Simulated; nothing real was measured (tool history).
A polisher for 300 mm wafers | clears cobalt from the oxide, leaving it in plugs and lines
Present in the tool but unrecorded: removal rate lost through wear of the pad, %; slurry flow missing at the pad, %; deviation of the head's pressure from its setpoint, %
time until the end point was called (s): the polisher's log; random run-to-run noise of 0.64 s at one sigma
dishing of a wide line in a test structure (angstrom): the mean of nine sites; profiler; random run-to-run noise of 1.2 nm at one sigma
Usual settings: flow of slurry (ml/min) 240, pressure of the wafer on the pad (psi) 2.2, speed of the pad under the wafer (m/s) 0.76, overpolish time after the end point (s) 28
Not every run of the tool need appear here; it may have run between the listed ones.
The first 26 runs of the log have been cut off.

run    hour  flow of slurry (ml/min)  pressure of the wafer on the pad (psi)  speed of the pad under the wafer (m/s)  overpolish time after the end point (s)  wafers since the last listed run  wafers polished on this pad  hours since the slurry nozzle was cleaned  hours since the head pressure was calibrated  incoming thickness of the incoming film, nm  time until the end point was called (s)  dishing of a wide line in a test structure (angstrom)
 27  1321.6                      240                                     2.2                                    0.76                                       40                               614                         3397                                      359.3                                         296.4                                          150                                       43                                                    708
 28  1383.4                      240                                     1.6                                    0.62                                       28                               714                         4112                                      421.1                                         358.2                                          151                                     72.1                                                    472
 29    1452                      240                                     2.2                                    0.52                                       28                               792                         4905                                      489.7                                         426.8                                        151.5                                     59.7                                                    533
     1481.6  -- slurry nozzle cleaned
 30  1511.1                      240                                     2.2                                    0.98                                       28                               671                         5576                                       29.5                                         485.9                                        147.4                                     37.5                                                    656
     1542.2  -- worn pad replaced by a new one
 31  1542.9                      240                                     2.2                                    0.94                                       28                               321                            7                                       61.3                                         517.7                                        147.3                                     32.9                                                    699
 32  1591.1                      240                                     2.5                                    0.76                                       28                               557                          564                                      109.5                                         565.9                                        148.7                                     34.6                                                    681
 33  1625.1                      240                                     2.2                                    0.66                                       28                               393                          957                                      143.5                                         599.9                                        152.3                                     45.5                                                    604
     1649.8  -- head pressure recalibrated
 34  1758.3                      240                                     2.2                                    0.76                                       28                              1516                         2474                                      276.7                                         108.5                                        152.3                                     41.8                                                    641

Consider 4 possible next runs. They are alternatives, not a sequence: every one starts from the tool as it was left by run 34. What does each give?
  A  1758.7                      240                                     2.2                                    0.76                                       28                                 4                         2479                                      277.1                                         108.9                                        148.5                                        ?                                                      ?
  B  1758.7                      240                                     1.6                                    0.76                                       28                                 4                         2479                                      277.1                                         108.9                                        148.5                                        ?                                                      ?
  C  1758.7                      180                                     1.6                                       1                                       39                                 4                         2479                                      277.1                                         108.9                                        148.5                                        ?                                                      ?
  D  1758.7                      165                                     2.2                                    0.84                                       28                                 4                         2479                                      277.1                                         108.9                                        148.5                                        ?                                                      ?

run  time until the end point was called (s)  dishing of a wide line in a test structure (angstrom)
  A                                     40.6                                                    638
  B                                     55.8                                                    547
  C                                     46.3                                                    690
  D                                     39.6                                                    644
Take away the tool's hidden state, keep each run's random variation, and the runs would have read:
run  time until the end point was called (s)  dishing of a wide line in a test structure (angstrom)
  A                                     38.9                                                    649
  B                                     53.5                                                    560
  C                                     44.4                                                    701
  D                                     37.9                                                    656
